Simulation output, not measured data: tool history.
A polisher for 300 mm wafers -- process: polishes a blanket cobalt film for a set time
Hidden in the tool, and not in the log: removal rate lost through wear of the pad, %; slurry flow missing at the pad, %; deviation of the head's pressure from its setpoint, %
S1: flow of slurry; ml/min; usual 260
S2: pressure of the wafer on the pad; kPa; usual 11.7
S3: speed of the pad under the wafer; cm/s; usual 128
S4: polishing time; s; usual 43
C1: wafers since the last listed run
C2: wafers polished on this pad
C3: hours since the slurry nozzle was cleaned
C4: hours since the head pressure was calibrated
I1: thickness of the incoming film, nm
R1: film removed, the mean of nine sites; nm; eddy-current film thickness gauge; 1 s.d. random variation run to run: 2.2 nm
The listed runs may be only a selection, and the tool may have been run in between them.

| run | hour | S1 | S2 | S3 | S4 | C1 | C2 | C3 | C4 | I1 | R1 |
|---|---|---|---|---|---|---|---|---|---|---|---|
| 1 | 0 | 260 | 11.7 | 128 | 43 | 0 | 688 | 219.7 | 73.9 | 667.1 | 229.4 |
| 2 | 27 | 315 | 11.7 | 128 | 43 | 265 | 953 | 246.7 | 100.9 | 662.4 | 225.6 |
|  | 40.2 | slurry nozzle cleaned |
|  | 43.5 | worn pad replaced by a new one |
| 3 | 45.5 | 315 | 11.7 | 128 | 43 | 139 | 19 | 5.3 | 119.4 | 681.6 | 248.7 |
| 4 | 58.2 | 315 | 11.7 | 128 | 43 | 124 | 144 | 18 | 132.1 | 669.9 | 243.9 |
| 5 | 81.9 | 260 | 11.7 | 128 | 43 | 232 | 376 | 41.7 | 155.8 | 662.4 | 238.4 |
|  | 162.5 | worn pad replaced by a new one |
| 6 | 179.7 | 260 | 11.7 | 128 | 43 | 920 | 168 | 139.5 | 253.6 | 661.1 | 240.3 |
| 7 | 194.3 | 260 | 11.7 | 128 | 43 | 143 | 312 | 154.1 | 268.2 | 669.8 | 235.8 |
| 8 | 224.7 | 260 | 11.7 | 128 | 43 | 298 | 610 | 184.5 | 298.6 | 680.1 | 229.6 |
| 9 | 244.6 | 260 | 11.7 | 128 | 43 | 195 | 805 | 204.4 | 318.5 | 674.3 | 228 |
|  | 248.2 | slurry nozzle cleaned |
|  | 254.8 | worn pad replaced by a new one |
| 10 | 257.1 | 180 | 13.1 | 128 | 43 | 73 | 22 | 8.9 | 331 | 665.7 | 260.7 |
| 11 | 286.8 | 260 | 11.7 | 128 | 38 | 291 | 314 | 38.6 | 360.7 | 672 | 211.5 |
| 12 | 313.4 | 215 | 15.2 | 110 | 54 | 261 | 575 | 65.2 | 387.3 | 665.8 | 339.6 |
| 13 | 340.5 | 180 | 15.2 | 128 | 34 | 266 | 841 | 92.3 | 414.4 | 668.2 | 226 |
|  | 354.6 | worn pad replaced by a new one |
| 14 | 369.2 | 205 | 8.3 | 100 | 51 | 242 | 143 | 121 | 443.1 | 671.6 | 173.1 |
| 15 | 404.9 | 260 | 11.7 | 128 | 43 | 350 | 494 | 156.7 | 478.8 | 666.3 | 233 |
|  | 421 | head pressure recalibrated |
|  | 459.1 | slurry nozzle cleaned |
|  | 462.5 | worn pad replaced by a new one |
| 16 | 463.5 | 315 | 11.7 | 128 | 43 | 511 | 9 | 4.4 | 42.5 | 656.9 | 251.6 |
| 17 | 509.7 | 260 | 9 | 128 | 43 | 453 | 463 | 50.6 | 88.7 | 669.1 | 179.1 |
| 18 | 534.4 | 295 | 10.3 | 128 | 43 | 242 | 705 | 75.3 | 113.4 | 661.9 | 203.9 |

Measured less the same run without the tool's hidden state. The same run-to-run variation is in both; the gauge's scatter may not be:
| run | R1 |
|---|---|
| 1 | -18.7 |
| 2 | -24.5 |
| 3 | -3.2 |
| 4 | -5.8 |
| 5 | -10.8 |
| 6 | -7.1 |
| 7 | -10 |
| 8 | -16.3 |
| 9 | -20.6 |
| 10 | -4.5 |
| 11 | -9.2 |
| 12 | -23.1 |
| 13 | -21.3 |
| 14 | -2.7 |
| 15 | -11.1 |
| 16 | -1.9 |
| 17 | -8.6 |
| 18 | -14.5 |

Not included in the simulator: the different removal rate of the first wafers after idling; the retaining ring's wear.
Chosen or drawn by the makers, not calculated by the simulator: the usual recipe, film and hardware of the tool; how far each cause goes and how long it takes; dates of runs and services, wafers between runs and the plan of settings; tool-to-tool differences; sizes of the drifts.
